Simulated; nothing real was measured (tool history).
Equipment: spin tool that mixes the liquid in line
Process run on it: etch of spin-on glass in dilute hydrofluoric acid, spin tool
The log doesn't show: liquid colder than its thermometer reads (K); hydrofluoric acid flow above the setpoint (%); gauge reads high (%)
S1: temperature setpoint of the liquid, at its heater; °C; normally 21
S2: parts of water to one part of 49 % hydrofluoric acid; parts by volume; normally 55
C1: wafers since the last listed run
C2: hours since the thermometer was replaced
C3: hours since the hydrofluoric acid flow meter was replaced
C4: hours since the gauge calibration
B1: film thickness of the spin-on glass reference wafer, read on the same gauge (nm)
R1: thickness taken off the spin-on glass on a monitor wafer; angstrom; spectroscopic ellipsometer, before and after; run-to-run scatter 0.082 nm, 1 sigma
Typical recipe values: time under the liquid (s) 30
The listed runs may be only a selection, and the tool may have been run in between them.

Run 1, day 0: usual settings; C1 0; C2 502.8; C3 385.7; C4 85.6; B1 79.98. Result: R1 97.1 angstrom.
Run 2, day 0.279: usual settings; C1 107; C2 509.5; C3 392.4; C4 92.3; B1 80.01. Result: R1 97.8 angstrom.
At day 0.392: gauge calibrated.
Run 3, day 0.546: usual settings but time under the liquid (s) 35; C1 102; C2 515.9; C3 398.8; C4 3.7; B1 80.02. Result: R1 113.5 angstrom.
Run 4, day 1.208: usual settings but time under the liquid (s) 35; C1 255; C2 531.8; C3 414.7; C4 19.6; B1 80. Result: R1 111.3 angstrom.
Run 5, day 1.596: usual settings but S2 40 parts by volume; C1 149; C2 541.1; C3 424; C4 28.9; B1 79.95. Result: R1 134.5 angstrom.
Run 6, day 2.058: usual settings; C1 178; C2 552.2; C3 435.1; C4 40; B1 80. Result: R1 96.4 angstrom.
Run 7, day 2.683: usual settings; C1 240; C2 567.2; C3 450.1; C4 55; B1 79.99. Result: R1 95.3 angstrom.
Run 8, day 3.296: usual settings but S1 19.5 °C, time under the liquid (s) 45; C1 235; C2 581.9; C3 464.8; C4 69.7; B1 79.97. Result: R1 136.2 angstrom.
Run 9, day 3.871: usual settings but S1 25 °C, S2 25 parts by volume, time under the liquid (s) 20; C1 221; C2 595.7; C3 478.6; C4 83.5; B1 80. Result: R1 172.4 angstrom.
At day 4.2: gauge calibrated.
At day 5.204: hydrofluoric acid flow meter replaced.
At day 5.475: thermometer replaced.
Run 10, day 5.504: usual settings but S2 35 parts by volume, time under the liquid (s) 15; C1 596; C2 0.7; C3 7.2; C4 31.3; B1 80.04. Result: R1 85.7 angstrom.
Run 11, day 6.104: usual settings but S2 35 parts by volume, time under the liquid (s) 15; C1 230; C2 15.1; C3 21.6; C4 45.7; B1 80.01. Result: R1 85.9 angstrom.
Run 12, day 6.375: usual settings but S1 18.5 °C, S2 70 parts by volume; C1 104; C2 21.6; C3 28.1; C4 52.2; B1 79.99. Result: R1 73.1 angstrom.
Run 13, day 6.9: usual settings but S1 25 °C, S2 35 parts by volume, time under the liquid (s) 35; C1 202; C2 34.2; C3 40.7; C4 64.8; B1 80.01. Result: R1 232.2 angstrom.
Run 14, day 7.408: usual settings; C1 195; C2 46.4; C3 52.9; C4 77; B1 79.97. Result: R1 104.6 angstrom.

Predict each of these 3 candidate next runs independently; none follows another, all start after run 14:
Run A, day 7.425: usual settings; C1 6; C2 46.8; C3 53.3; C4 77.4; B1 ?. Result: R1 ?.
Run B, day 7.425: usual settings but S1 26 °C; C1 6; C2 46.8; C3 53.3; C4 77.4; B1 ?. Result: R1 ?.
Run C, day 7.425: usual settings but time under the liquid (s) 20; C1 6; C2 46.8; C3 53.3; C4 77.4; B1 ?. Result: R1 ?.

run     B1     R1
  A  79.99  105.3
  B  79.99  129.5
  C  79.99   70.2
Without the tool's unlogged condition, the same runs would have read:
run     R1
  A  108.4
  B  133.2
  C   72.3
